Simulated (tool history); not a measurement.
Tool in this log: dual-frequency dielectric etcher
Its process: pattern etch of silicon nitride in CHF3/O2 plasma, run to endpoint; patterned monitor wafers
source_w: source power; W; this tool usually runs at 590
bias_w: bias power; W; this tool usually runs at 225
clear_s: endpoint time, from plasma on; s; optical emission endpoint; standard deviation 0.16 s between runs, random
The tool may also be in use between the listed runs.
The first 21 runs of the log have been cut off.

run	hour	source_w	bias_w	incoming incoming film thickness, nm	clear_s
22	260.3	530	189	84.9	62.1
23	271.5	640	225	84.2	50.1
24	278.8	450	172	85	73.2
25	319.7	440	208	84.7	66.9
26	330.6	540	225	85.6	56.4
27	343.2	510	187	85.3	63.5
28	350.2	590	225	84.9	52.8
29	357.8	670	280	85.1	44.2
30	370.6	480	261	84.2	56
31	386.1	670	280	84.8	43.8
32	397.6	540	225	84.2	55.3
33	407.8	510	202	84	60
34	415	590	225	84.6	52.6
35	426.4	590	225	85.3	52.7

Below are 5 alternative next runs, each starting from the tool's condition after run 35. Predict each:
A	426.8	590	262	85	?
B	426.8	530	225	85	?
C	426.8	590	197	85	?
D	426.8	660	194	85	?
E	426.8	490	259	85	?

run	clear_s
A	48.7
B	56
C	55.9
D	52.7
E	55.1
Without the tool's unlogged condition, the same runs would have read:
run	clear_s
A	49.8
B	57.3
C	57.1
D	53.8
E	56.3

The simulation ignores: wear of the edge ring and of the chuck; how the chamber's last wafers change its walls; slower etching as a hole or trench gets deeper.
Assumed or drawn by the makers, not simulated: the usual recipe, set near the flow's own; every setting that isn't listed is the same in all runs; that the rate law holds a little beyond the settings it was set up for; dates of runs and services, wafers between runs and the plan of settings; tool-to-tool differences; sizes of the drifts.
